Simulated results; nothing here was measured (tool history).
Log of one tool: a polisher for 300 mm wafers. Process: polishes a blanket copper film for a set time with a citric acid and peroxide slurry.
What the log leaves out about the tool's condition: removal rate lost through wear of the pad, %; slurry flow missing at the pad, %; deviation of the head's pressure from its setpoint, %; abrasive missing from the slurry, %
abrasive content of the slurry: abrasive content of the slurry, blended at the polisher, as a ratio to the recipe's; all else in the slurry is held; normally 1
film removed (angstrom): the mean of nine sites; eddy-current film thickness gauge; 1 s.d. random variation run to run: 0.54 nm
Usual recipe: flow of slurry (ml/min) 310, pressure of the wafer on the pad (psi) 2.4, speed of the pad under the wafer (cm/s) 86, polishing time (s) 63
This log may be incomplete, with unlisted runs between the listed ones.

| run | hour | flow of slurry (ml/min) | pressure of the wafer on the pad (psi) | speed of the pad under the wafer (cm/s) | abrasive content of the slurry | polishing time (s) | wafers since the last listed run | wafers polished on this pad | hours since the slurry nozzle was cleaned | hours since the head pressure was calibrated | hours since the slurry blender was calibrated | incoming thickness of the incoming film, nm | film removed (angstrom) |
|---|---|---|---|---|---|---|---|---|---|---|---|---|---|
| 1 | 0 | 310 | 2.4 | 86 | 1 | 63 | 0 | 93 | 679.4 | 1417.5 | 32.5 | 482.7 | 885 |
| 2 | 11.2 | 310 | 2.4 | 86 | 1 | 63 | 68 | 161 | 690.6 | 1428.7 | 43.7 | 477.1 | 897 |
| 3 | 28 | 310 | 2.4 | 86 | 1 | 63 | 102 | 264 | 707.4 | 1445.5 | 60.5 | 479.9 | 890 |
| 4 | 40.1 | 310 | 2.4 | 86 | 1 | 63 | 73 | 338 | 719.5 | 1457.6 | 72.6 | 477.7 | 880 |
| 5 | 55.6 | 310 | 2.4 | 86 | 1 | 63 | 94 | 432 | 735 | 1473.1 | 88.1 | 477.2 | 886 |
| 6 | 73.5 | 350 | 2.8 | 86 | 1 | 63 | 109 | 541 | 752.9 | 1491 | 106 | 478.4 | 1042 |
|  | 77.3 | slurry nozzle cleaned |
| 7 | 85.4 | 310 | 2.4 | 86 | 1 | 63 | 66 | 608 | 8.1 | 1502.9 | 117.9 | 483.8 | 884 |
| 8 | 92.4 | 405 | 2.4 | 114 | 1.1 | 54 | 42 | 651 | 15.1 | 1509.9 | 124.9 | 479.8 | 1040 |
|  | 112.4 | worn pad replaced by a new one |
| 9 | 113.8 | 310 | 2.4 | 86 | 1 | 63 | 106 | 8 | 36.5 | 1531.3 | 146.3 | 489.8 | 885 |
| 10 | 121 | 310 | 2.8 | 74 | 1 | 63 | 43 | 52 | 43.7 | 1538.5 | 153.5 | 476.1 | 887 |
| 11 | 129.1 | 340 | 2.8 | 106 | 1 | 63 | 49 | 102 | 51.8 | 1546.6 | 161.6 | 472.6 | 1271 |
| 12 | 137.3 | 310 | 2.4 | 86 | 1 | 63 | 50 | 152 | 60 | 1554.8 | 169.8 | 478 | 891 |
|  | 155.5 | head pressure recalibrated |
| 13 | 156 | 310 | 2.4 | 96 | 1.3 | 63 | 101 | 254 | 78.7 | 0.5 | 188.5 | 487.8 | 1035 |
| 14 | 171.2 | 250 | 2.4 | 66 | 1 | 63 | 92 | 346 | 93.9 | 15.7 | 203.7 | 474.5 | 679 |
| 15 | 185.1 | 310 | 3.1 | 100 | 1 | 63 | 84 | 431 | 107.8 | 29.6 | 217.6 | 486.1 | 1306 |
| 16 | 193.2 | 310 | 2.4 | 86 | 1 | 46 | 49 | 480 | 115.9 | 37.7 | 225.7 | 471.3 | 658 |
| 17 | 210.9 | 360 | 2.4 | 86 | 0.85 | 63 | 107 | 588 | 133.6 | 55.4 | 243.4 | 486.9 | 870 |
| 18 | 226.4 | 310 | 2.6 | 86 | 1 | 74 | 94 | 683 | 149.1 | 70.9 | 258.9 | 485.7 | 1136 |
| 19 | 234.7 | 310 | 2.4 | 86 | 1 | 63 | 50 | 734 | 157.4 | 79.2 | 267.2 | 471.8 | 889 |
| 20 | 247.3 | 310 | 2.4 | 86 | 1 | 63 | 76 | 811 | 170 | 91.8 | 279.8 | 478.1 | 895 |
|  | 259.1 | worn pad replaced by a new one |
| 21 | 260.9 | 310 | 2.9 | 86 | 0.9 | 57 | 58 | 11 | 183.6 | 105.4 | 293.4 | 483.1 | 946 |
| 22 | 267.9 | 310 | 2.4 | 98 | 1 | 63 | 42 | 53 | 190.6 | 112.4 | 300.4 | 479.7 | 1005 |
| 23 | 316.3 | 310 | 2.4 | 86 | 1.25 | 63 | 295 | 349 | 239 | 160.8 | 348.8 | 482.3 | 932 |
| 24 | 329.5 | 350 | 3.2 | 114 | 1.1 | 63 | 80 | 429 | 252.2 | 174 | 362 | 474 | 1569 |
| 25 | 340.5 | 310 | 2.4 | 72 | 1 | 79 | 67 | 496 | 263.2 | 185 | 373 | 481.7 | 944 |
| 26 | 356.9 | 255 | 2.4 | 86 | 1.1 | 63 | 100 | 596 | 279.6 | 201.4 | 389.4 | 477.8 | 891 |
| 27 | 364.5 | 310 | 2.4 | 86 | 1 | 63 | 46 | 643 | 287.2 | 209 | 397 | 473.4 | 881 |
|  | 367.5 | slurry blender recalibrated |
| 28 | 379.2 | 205 | 2.7 | 86 | 1 | 63 | 77 | 720 | 301.9 | 223.7 | 11.7 | 475.9 | 964 |
|  | 394 | worn pad replaced by a new one |
| 29 | 395.4 | 310 | 2.4 | 86 | 1 | 55 | 74 | 8 | 318.1 | 239.9 | 27.9 | 479.6 | 779 |
| 30 | 412 | 310 | 2.1 | 68 | 1.15 | 63 | 101 | 109 | 334.7 | 256.5 | 44.5 | 482.1 | 640 |
| 31 | 425.5 | 265 | 1.9 | 112 | 0.9 | 63 | 82 | 191 | 348.2 | 270 | 58 | 481.6 | 897 |

4 options for the next run, each taken on its own from the tool as it stands now. Forecast them:
| A | 425.9 | 310 | 2.4 | 86 | 1 | 63 | 2 | 194 | 348.6 | 270.4 | 58.4 | 480.1 | ? |
| B | 425.9 | 380 | 3 | 86 | 0.8 | 78 | 2 | 194 | 348.6 | 270.4 | 58.4 | 480.1 | ? |
| C | 425.9 | 415 | 3 | 86 | 1.15 | 72 | 2 | 194 | 348.6 | 270.4 | 58.4 | 480.1 | ? |
| D | 425.9 | 310 | 3 | 108 | 0.85 | 71 | 2 | 194 | 348.6 | 270.4 | 58.4 | 480.1 | ? |

| run | film removed (angstrom) |
|---|---|
| A | 901 |
| B | 1333 |
| C | 1324 |
| D | 1513 |
Without the tool's hidden state the same runs would have given:
| run | film removed (angstrom) |
|---|---|
| A | 901 |
| B | 1333 |
| C | 1324 |
| D | 1513 |
